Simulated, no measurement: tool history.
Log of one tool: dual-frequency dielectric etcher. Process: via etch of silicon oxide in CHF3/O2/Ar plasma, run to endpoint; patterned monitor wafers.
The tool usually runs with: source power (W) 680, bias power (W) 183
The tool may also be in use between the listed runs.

run,hour,source power (W),bias power (W),wafers since the last listed run,hours since the last wet clean,hours since the last source power generator calibration,hours since the last bias power generator calibration,hours since the last upper electrode change,"incoming incoming film thickness, nm",endpoint time (s)
1,0.0,680,183,0,465.3,2950.9,1657.5,2433.5,508.9,277.0
# hour 7.6: wet clean of the chamber
2,80.8,680,163,320,73.2,3031.7,1738.3,2514.3,507.6,288.9
3,158.2,680,163,339,150.6,3109.1,1815.7,2591.7,505.3,287.2
4,252.0,680,163,410,244.4,3202.9,1909.5,2685.5,508.9,288.5
5,339.1,680,183,381,331.5,3290.0,1996.6,2772.6,515.8,281.6
6,405.7,680,159,291,398.1,3356.6,2063.2,2839.2,508.7,288.7
# hour 535.4: wet clean of the chamber
# hour 621.6: source power generator calibrated
7,703.3,680,159,1181,167.9,81.7,2360.8,3136.8,508.3,279.8
# hour 719.9: bias power generator calibrated
8,805.3,680,183,429,269.9,183.7,85.4,3238.8,510.6,269.7
9,866.8,680,154,269,331.4,245.2,146.9,3300.3,505.0,280.5
# hour 923.8: upper electrode replaced
# hour 995.8: wet clean of the chamber
10,1170.0,840,151,1118,174.2,548.4,450.1,246.2,510.9,257.2
11,1246.9,830,223,336,251.1,625.3,527.0,323.1,505.7,226.8
12,1350.1,680,183,452,354.3,728.5,630.2,426.3,506.2,270.7
13,1413.0,580,207,275,417.2,791.4,693.1,489.2,511.5,286.7
# hour 1485.3: wet clean of the chamber
14,1485.8,590,210,213,0.5,864.2,765.9,562.0,509.7,284.8

Here are 5 independent what-if runs from the current tool condition. What would each one return?
A,1486.3,680,218,2,1.0,864.7,766.4,562.5,496.6,?
B,1486.3,760,197,2,1.0,864.7,766.4,562.5,496.6,?
C,1486.3,580,158,2,1.0,864.7,766.4,562.5,496.6,?
D,1486.3,640,201,2,1.0,864.7,766.4,562.5,496.6,?
E,1486.3,680,217,2,1.0,864.7,766.4,562.5,496.6,?

run,endpoint time (s)
A,253.4
B,245.7
C,307.7
D,269.3
E,253.8
What these runs would have given with no unlogged condition in the tool:
run,endpoint time (s)
A,250.4
B,242.8
C,304.0
D,266.1
E,250.7

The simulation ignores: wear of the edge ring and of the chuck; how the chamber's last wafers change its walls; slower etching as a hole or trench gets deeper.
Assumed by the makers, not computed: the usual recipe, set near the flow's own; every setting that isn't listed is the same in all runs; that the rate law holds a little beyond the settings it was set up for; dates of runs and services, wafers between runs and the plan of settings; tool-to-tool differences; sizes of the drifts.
